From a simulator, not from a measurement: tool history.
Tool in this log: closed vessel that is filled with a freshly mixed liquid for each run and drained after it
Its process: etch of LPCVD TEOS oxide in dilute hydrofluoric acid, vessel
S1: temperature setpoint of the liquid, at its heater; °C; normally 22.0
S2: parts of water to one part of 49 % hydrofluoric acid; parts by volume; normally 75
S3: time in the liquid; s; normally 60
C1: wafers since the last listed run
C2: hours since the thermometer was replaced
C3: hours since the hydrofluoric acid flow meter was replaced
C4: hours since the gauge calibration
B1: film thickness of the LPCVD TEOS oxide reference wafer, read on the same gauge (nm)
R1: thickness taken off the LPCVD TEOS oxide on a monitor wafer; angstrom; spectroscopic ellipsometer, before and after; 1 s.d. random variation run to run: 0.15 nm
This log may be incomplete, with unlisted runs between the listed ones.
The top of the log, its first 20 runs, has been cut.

{"run": 21, "day": 62.596, "S1": 17.5, "S2": 55, "S3": 85, "C1": 5563, "C2": 750.8, "C3": 1354.8, "C4": 706.2, "B1": 39.98, "R1": 237.6}
{"run": 22, "day": 65.05, "S1": 26.0, "S2": 75, "S3": 80, "C1": 3616, "C2": 809.7, "C3": 1413.7, "C4": 765.1, "B1": 40.02, "R1": 225.1}
{"run": 23, "day": 68.404, "S1": 22.0, "S2": 35, "S3": 60, "C1": 4943, "C2": 890.2, "C3": 1494.2, "C4": 845.6, "B1": 39.99, "R1": 317.4}
{"run": 24, "day": 71.079, "S1": 24.5, "S2": 45, "S3": 50, "C1": 3942, "C2": 954.4, "C3": 1558.4, "C4": 909.8, "B1": 40.01, "R1": 229.6}
{"run": 25, "day": 74.446, "S1": 25.5, "S2": 90, "S3": 30, "C1": 4961, "C2": 1035.2, "C3": 1639.2, "C4": 990.6, "B1": 39.99, "R1": 67.0}
{"day": 77.854, "done": "hydrofluoric acid flow meter replaced"}
{"run": 26, "day": 78.162, "S1": 22.0, "S2": 75, "S3": 60, "C1": 5415, "C2": 1124.4, "C3": 7.4, "C4": 1079.8, "B1": 40.01, "R1": 148.6}
{"run": 27, "day": 80.279, "S1": 22.0, "S2": 75, "S3": 30, "C1": 3119, "C2": 1175.2, "C3": 58.2, "C4": 1130.6, "B1": 40.04, "R1": 74.0}
{"run": 28, "day": 82.217, "S1": 24.0, "S2": 105, "S3": 90, "C1": 2855, "C2": 1221.7, "C3": 104.7, "C4": 1177.1, "B1": 39.99, "R1": 167.3}
{"run": 29, "day": 86.079, "S1": 22.0, "S2": 75, "S3": 60, "C1": 5692, "C2": 1314.4, "C3": 197.4, "C4": 1269.8, "B1": 40.03, "R1": 146.1}
{"run": 30, "day": 88.875, "S1": 22.0, "S2": 75, "S3": 60, "C1": 4120, "C2": 1381.5, "C3": 264.5, "C4": 1336.9, "B1": 39.98, "R1": 146.6}
{"run": 31, "day": 91.3, "S1": 17.5, "S2": 75, "S3": 80, "C1": 3573, "C2": 1439.7, "C3": 322.7, "C4": 1395.1, "B1": 40.03, "R1": 159.6}
{"run": 32, "day": 95.021, "S1": 17.5, "S2": 35, "S3": 80, "C1": 5483, "C2": 1529.0, "C3": 412.0, "C4": 1484.4, "B1": 40.01, "R1": 358.8}
{"run": 33, "day": 97.233, "S1": 22.0, "S2": 90, "S3": 60, "C1": 3260, "C2": 1582.1, "C3": 465.1, "C4": 1537.5, "B1": 40.0, "R1": 117.9}
{"run": 34, "day": 100.958, "S1": 22.0, "S2": 40, "S3": 60, "C1": 5489, "C2": 1671.5, "C3": 554.5, "C4": 1626.9, "B1": 40.01, "R1": 282.2}

Alternative continuations, all from the tool just after run 34; predict every row:
{"run": "A", "day": 100.988, "S1": 22.0, "S2": 75, "S3": 60, "C1": 42, "C2": 1672.2, "C3": 555.2, "C4": 1627.6, "B1": "?", "R1": "?"}
{"run": "B", "day": 100.988, "S1": 22.0, "S2": 75, "S3": 50, "C1": 42, "C2": 1672.2, "C3": 555.2, "C4": 1627.6, "B1": "?", "R1": "?"}
{"run": "C", "day": 100.988, "S1": 17.0, "S2": 100, "S3": 85, "C1": 42, "C2": 1672.2, "C3": 555.2, "C4": 1627.6, "B1": "?", "R1": "?"}

run=A B1=40.01 R1=145.7
run=B B1=40.01 R1=121.4
run=C B1=40.01 R1=122.0
Stripped of hidden state, with their random variation kept, the same runs would have yielded:
run=A R1=154.5
run=B R1=128.8
run=C R1=129.6
